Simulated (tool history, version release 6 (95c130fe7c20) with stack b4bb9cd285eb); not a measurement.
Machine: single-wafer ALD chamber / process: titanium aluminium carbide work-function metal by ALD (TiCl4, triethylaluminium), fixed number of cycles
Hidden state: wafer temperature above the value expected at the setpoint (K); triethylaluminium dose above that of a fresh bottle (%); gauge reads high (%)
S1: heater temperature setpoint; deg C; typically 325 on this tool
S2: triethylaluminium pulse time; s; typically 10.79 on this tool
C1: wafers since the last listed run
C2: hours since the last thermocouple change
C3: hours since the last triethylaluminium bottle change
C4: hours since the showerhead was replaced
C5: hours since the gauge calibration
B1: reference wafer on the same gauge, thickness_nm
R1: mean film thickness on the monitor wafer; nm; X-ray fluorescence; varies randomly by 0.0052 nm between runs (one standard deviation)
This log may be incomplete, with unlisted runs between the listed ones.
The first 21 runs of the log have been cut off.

run 22 hour=1643.3 | S1=325 S2=9.28 | C1=483 C2=472.4 C3=759.1 C4=7968.3 C5=2475.1 | B1=1.919 | R1=2.005
-- hour=1723.2 gauge calibrated
run 23 hour=1737.3 | S1=325 S2=8.71 | C1=758 C2=566.4 C3=853.1 C4=8062.3 C5=14.1 | B1=1.92 | R1=1.995
-- hour=1764.3 showerhead replaced
run 24 hour=1827.9 | S1=329 S2=13.64 | C1=666 C2=657 C3=943.7 C4=63.6 C5=104.7 | B1=1.92 | R1=2.124
run 25 hour=1877.9 | S1=335 S2=7.97 | C1=403 C2=707 C3=993.7 C4=113.6 C5=154.7 | B1=1.918 | R1=2.042
run 26 hour=1979.6 | S1=325 S2=10.79 | C1=820 C2=808.7 C3=1095.4 C4=215.3 C5=256.4 | B1=1.919 | R1=2.047
run 27 hour=2021.4 | S1=325 S2=12.68 | C1=337 C2=850.5 C3=1137.2 C4=257.1 C5=298.2 | B1=1.918 | R1=2.06
run 28 hour=2104.8 | S1=325 S2=10.79 | C1=673 C2=933.9 C3=1220.6 C4=340.5 C5=381.6 | B1=1.918 | R1=2.046
run 29 hour=2199.7 | S1=311 S2=6.85 | C1=766 C2=1028.8 C3=1315.5 C4=435.4 C5=476.5 | B1=1.92 | R1=1.782
run 30 hour=2280 | S1=335 S2=10.79 | C1=648 C2=1109.1 C3=1395.8 C4=515.7 C5=556.8 | B1=1.922 | R1=2.143
run 31 hour=2316.2 | S1=325 S2=10.79 | C1=292 C2=1145.3 C3=1432 C4=551.9 C5=593 | B1=1.917 | R1=2.041
run 32 hour=2379.7 | S1=331 S2=10.79 | C1=512 C2=1208.8 C3=1495.5 C4=615.4 C5=656.5 | B1=1.922 | R1=2.105
run 33 hour=2428.3 | S1=325 S2=10.79 | C1=392 C2=1257.4 C3=1544.1 C4=664 C5=705.1 | B1=1.922 | R1=2.042

4 options for the next run, each taken on its own from the tool as it stands now. Forecast them:
run A hour=2428.7 | S1=325 S2=10.79 | C1=3 C2=1257.8 C3=1544.5 C4=664.4 C5=705.5 | B1=? | R1=?
run B hour=2428.7 | S1=336 S2=12.32 | C1=3 C2=1257.8 C3=1544.5 C4=664.4 C5=705.5 | B1=? | R1=?
run C hour=2428.7 | S1=310 S2=13.01 | C1=3 C2=1257.8 C3=1544.5 C4=664.4 C5=705.5 | B1=? | R1=?
run D hour=2428.7 | S1=321 S2=8.16 | C1=3 C2=1257.8 C3=1544.5 C4=664.4 C5=705.5 | B1=? | R1=?

run=A B1=1.919 R1=2.037
run=B B1=1.919 R1=2.158
run=C B1=1.919 R1=1.927
run=D B1=1.919 R1=1.928
What these runs would have given with no unlogged condition in the tool:
run=A R1=2.037
run=B R1=2.158
run=C R1=1.927
run=D R1=1.928
